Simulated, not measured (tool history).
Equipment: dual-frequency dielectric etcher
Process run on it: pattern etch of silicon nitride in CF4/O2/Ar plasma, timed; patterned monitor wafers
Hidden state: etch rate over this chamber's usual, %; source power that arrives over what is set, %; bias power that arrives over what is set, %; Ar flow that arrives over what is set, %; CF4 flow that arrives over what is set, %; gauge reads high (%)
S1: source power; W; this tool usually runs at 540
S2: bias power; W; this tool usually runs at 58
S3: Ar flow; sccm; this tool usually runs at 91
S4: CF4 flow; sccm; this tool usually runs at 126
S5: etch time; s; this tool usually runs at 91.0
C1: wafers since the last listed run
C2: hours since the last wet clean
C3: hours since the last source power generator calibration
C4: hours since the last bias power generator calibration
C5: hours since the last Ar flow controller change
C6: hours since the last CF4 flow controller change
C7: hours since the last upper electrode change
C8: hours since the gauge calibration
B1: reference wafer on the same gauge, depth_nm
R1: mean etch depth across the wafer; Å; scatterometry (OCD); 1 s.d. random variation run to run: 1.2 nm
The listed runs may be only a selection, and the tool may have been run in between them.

Run 1, hour 0.0: usual settings; C1 0; C2 434.5; C3 1314.2; C4 2169.9; C5 1526.3; C6 1038.4; C7 3987.2; C8 965.8; B1 219.3. Result: R1 2324 Å.
At hour 61.6: upper electrode replaced.
At hour 149.2: wet clean of the chamber.
Run 2, hour 166.8: usual settings but S2 48 W; C1 1271; C2 17.6; C3 1481.0; C4 2336.7; C5 1693.1; C6 1205.2; C7 105.2; C8 1132.6; B1 218.9. Result: R1 2090 Å.
At hour 214.0: Ar flow controller replaced.
Run 3, hour 264.0: usual settings but S2 48 W; C1 976; C2 114.8; C3 1578.2; C4 2433.9; C5 50.0; C6 1302.4; C7 202.4; C8 1229.8; B1 219.6. Result: R1 2100 Å.
Run 4, hour 313.6: usual settings but S2 48 W; C1 530; C2 164.4; C3 1627.8; C4 2483.5; C5 99.6; C6 1352.0; C7 252.0; C8 1279.4; B1 219.3. Result: R1 2121 Å.
Run 5, hour 395.2: usual settings but S2 50 W, S4 148 sccm; C1 873; C2 246.0; C3 1709.4; C4 2565.1; C5 181.2; C6 1433.6; C7 333.6; C8 1361.0; B1 219.1. Result: R1 2186 Å.
At hour 401.7: source power generator calibrated.
Run 6, hour 488.8: usual settings but S2 70 W; C1 959; C2 339.6; C3 87.1; C4 2658.7; C5 274.8; C6 1527.2; C7 427.2; C8 1454.6; B1 218.6. Result: R1 2342 Å.
At hour 751.6: wet clean of the chamber.
Run 7, hour 764.1: usual settings; C1 2690; C2 12.5; C3 362.4; C4 2934.0; C5 550.1; C6 1802.5; C7 702.5; C8 1729.9; B1 218.9. Result: R1 2149 Å.
At hour 784.2: bias power generator calibrated.
Run 8, hour 857.6: usual settings; C1 958; C2 106.0; C3 455.9; C4 73.4; C5 643.6; C6 1896.0; C7 796.0; C8 1823.4; B1 219.0. Result: R1 2159 Å.
At hour 936.8: CF4 flow controller replaced.
At hour 944.9: gauge calibrated.
Run 9, hour 961.9: usual settings but S2 47 W; C1 1052; C2 210.3; C3 560.2; C4 177.7; C5 747.9; C6 25.1; C7 900.3; C8 17.0; B1 219.2. Result: R1 2045 Å.
Run 10, hour 1021.2: usual settings but S2 48 W, S3 100 sccm, S4 140 sccm; C1 634; C2 269.6; C3 619.5; C4 237.0; C5 807.2; C6 84.4; C7 959.6; C8 76.3; B1 219.1. Result: R1 2080 Å.
Run 11, hour 1106.9: usual settings but S2 50 W, S3 111 sccm; C1 917; C2 355.3; C3 705.2; C4 322.7; C5 892.9; C6 170.1; C7 1045.3; C8 162.0; B1 218.7. Result: R1 2102 Å.
Run 12, hour 1143.7: usual settings; C1 393; C2 392.1; C3 742.0; C4 359.5; C5 929.7; C6 206.9; C7 1082.1; C8 198.8; B1 219.0. Result: R1 2230 Å.
Run 13, hour 1230.0: usual settings; C1 923; C2 478.4; C3 828.3; C4 445.8; C5 1016.0; C6 293.2; C7 1168.4; C8 285.1; B1 219.4. Result: R1 2254 Å.
At hour 1305.4: wet clean of the chamber.
Run 14, hour 1328.3: usual settings but S1 500 W, S5 103.0 s; C1 795; C2 22.9; C3 926.6; C4 544.1; C5 1114.3; C6 391.5; C7 1266.7; C8 383.4; B1 219.1. Result: R1 2256 Å.
Run 15, hour 1381.5: usual settings but S1 620 W, S4 103 sccm; C1 569; C2 76.1; C3 979.8; C4 597.3; C5 1167.5; C6 444.7; C7 1319.9; C8 436.6; B1 219.3. Result: R1 2430 Å.
Run 16, hour 1478.8: usual settings but S3 98 sccm; C1 1041; C2 173.4; C3 1077.1; C4 694.6; C5 1264.8; C6 542.0; C7 1417.2; C8 533.9; B1 219.2. Result: R1 2182 Å.
Run 17, hour 1618.0: usual settings but S1 490 W, S2 53 W, S3 83 sccm, S5 103.0 s; C1 1490; C2 312.6; C3 1216.3; C4 833.8; C5 1404.0; C6 681.2; C7 1556.4; C8 673.1; B1 218.4. Result: R1 2227 Å.
Run 18, hour 1690.7: usual settings but S1 640 W, S2 44 W, S3 102 sccm, S5 99.5 s; C1 778; C2 385.3; C3 1289.0; C4 906.5; C5 1476.7; C6 753.9; C7 1629.1; C8 745.8; B1 218.9. Result: R1 2678 Å.
Run 19, hour 1731.0: usual settings; C1 431; C2 425.6; C3 1329.3; C4 946.8; C5 1517.0; C6 794.2; C7 1669.4; C8 786.1; B1 218.8. Result: R1 2276 Å.
Run 20, hour 1819.0: usual settings; C1 942; C2 513.6; C3 1417.3; C4 1034.8; C5 1605.0; C6 882.2; C7 1757.4; C8 874.1; B1 219.0. Result: R1 2295 Å.

Give the tool's hidden conditions for every run:
bias power that arrives over what is set, %: 0 in every run
Ar flow that arrives over what is set, %: 0 in every run
CF4 flow that arrives over what is set, %: 0 in every run
gauge reads high (%): 0 in every run
H1: etch rate over this chamber's usual, %
H2: source power that arrives over what is set, %
run      H1      H2
  1    4.96    2.57
  2  0.0423    2.92
  3   0.961    3.12
  4    1.43    3.22
  5     2.2    3.39
  6    3.08  -0.228
  7  -0.275   0.341
  8   0.609   0.535
  9    1.59    0.75
 10    2.15   0.873
 11    2.96    1.05
 12    3.31    1.13
 13    4.13    1.31
 14  -0.455    1.51
 15  0.0473    1.62
 16   0.967    1.82
 17    2.28    2.11
 18    2.97    2.26
 19    3.35    2.34
 20    4.18    2.52
